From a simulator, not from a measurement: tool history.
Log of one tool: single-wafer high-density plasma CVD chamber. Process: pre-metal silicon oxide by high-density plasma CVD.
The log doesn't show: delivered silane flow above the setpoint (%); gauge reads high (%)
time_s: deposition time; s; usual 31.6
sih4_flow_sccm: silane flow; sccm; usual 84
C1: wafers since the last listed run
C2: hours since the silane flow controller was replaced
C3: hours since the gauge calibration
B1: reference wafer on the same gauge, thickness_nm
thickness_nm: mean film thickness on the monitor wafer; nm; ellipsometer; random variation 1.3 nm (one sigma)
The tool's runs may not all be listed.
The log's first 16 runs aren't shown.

run 17 hour=462.7 | time_s=31.6 sih4_flow_sccm=84 | C1=332 C2=1527.8 C3=435.7 | B1=247.624 | thickness_nm=297.894
run 18 hour=479.3 | time_s=28.7 sih4_flow_sccm=84 | C1=349 C2=1544.4 C3=452.3 | B1=247.233 | thickness_nm=272.629
-- hour=524.5 silane flow controller replaced
run 19 hour=526.9 | time_s=26.7 sih4_flow_sccm=84 | C1=834 C2=2.4 C3=499.9 | B1=247.103 | thickness_nm=252.294
run 20 hour=546.4 | time_s=37.8 sih4_flow_sccm=74 | C1=410 C2=21.9 C3=519.4 | B1=247.048 | thickness_nm=318.061
-- hour=565.1 gauge calibrated
run 21 hour=577.8 | time_s=31.6 sih4_flow_sccm=84 | C1=661 C2=53.3 C3=12.7 | B1=247.379 | thickness_nm=297.611
run 22 hour=609.6 | time_s=27.5 sih4_flow_sccm=100 | C1=669 C2=85.1 C3=44.5 | B1=246.52 | thickness_nm=310.68
run 23 hour=716.1 | time_s=31.6 sih4_flow_sccm=98 | C1=2243 C2=191.6 C3=151 | B1=247.295 | thickness_nm=349.677
run 24 hour=746.1 | time_s=28.7 sih4_flow_sccm=99 | C1=631 C2=221.6 C3=181 | B1=246.901 | thickness_nm=320.158
run 25 hour=758.6 | time_s=27.5 sih4_flow_sccm=92 | C1=263 C2=234.1 C3=193.5 | B1=247.091 | thickness_nm=285.572
run 26 hour=791.7 | time_s=31.6 sih4_flow_sccm=84 | C1=697 C2=267.2 C3=226.6 | B1=246.962 | thickness_nm=299.932
run 27 hour=824.6 | time_s=31.6 sih4_flow_sccm=84 | C1=692 C2=300.1 C3=259.5 | B1=247.194 | thickness_nm=300.501
run 28 hour=844.7 | time_s=35.6 sih4_flow_sccm=94 | C1=423 C2=320.2 C3=279.6 | B1=246.628 | thickness_nm=375.611
run 29 hour=866 | time_s=33.4 sih4_flow_sccm=73 | C1=448 C2=341.5 C3=300.9 | B1=246.524 | thickness_nm=275.76
run 30 hour=881.5 | time_s=27.6 sih4_flow_sccm=90 | C1=326 C2=357 C3=316.4 | B1=246.741 | thickness_nm=280.999
run 31 hour=894.9 | time_s=37.8 sih4_flow_sccm=84 | C1=282 C2=370.4 C3=329.8 | B1=246.989 | thickness_nm=360.461
run 32 hour=927.3 | time_s=35.7 sih4_flow_sccm=68 | C1=682 C2=402.8 C3=362.2 | B1=247.634 | thickness_nm=271.226
run 33 hour=1001.1 | time_s=31.6 sih4_flow_sccm=84 | C1=1554 C2=476.6 C3=436 | B1=247.206 | thickness_nm=297.964
run 34 hour=1032.5 | time_s=33.2 sih4_flow_sccm=68 | C1=661 C2=508 C3=467.4 | B1=246.906 | thickness_nm=256.079

4 ways to go on from here, each from the tool as it stands after run 34. What would each give?
run A hour=1032.9 | time_s=31.6 sih4_flow_sccm=84 | C1=8 C2=508.4 C3=467.8 | B1=? | thickness_nm=?
run B hour=1032.9 | time_s=35.1 sih4_flow_sccm=76 | C1=8 C2=508.4 C3=467.8 | B1=? | thickness_nm=?
run C hour=1032.9 | time_s=31.6 sih4_flow_sccm=79 | C1=8 C2=508.4 C3=467.8 | B1=? | thickness_nm=?
run D hour=1032.9 | time_s=34.9 sih4_flow_sccm=98 | C1=8 C2=508.4 C3=467.8 | B1=? | thickness_nm=?

run=A B1=247.114 thickness_nm=299.534
run=B B1=247.114 thickness_nm=301.024
run=C B1=247.114 thickness_nm=281.705
run=D B1=247.114 thickness_nm=385.95
Without the tool's hidden state the same runs would have given:
run=A thickness_nm=299.534
run=B thickness_nm=301.024
run=C thickness_nm=281.705
run=D thickness_nm=385.95
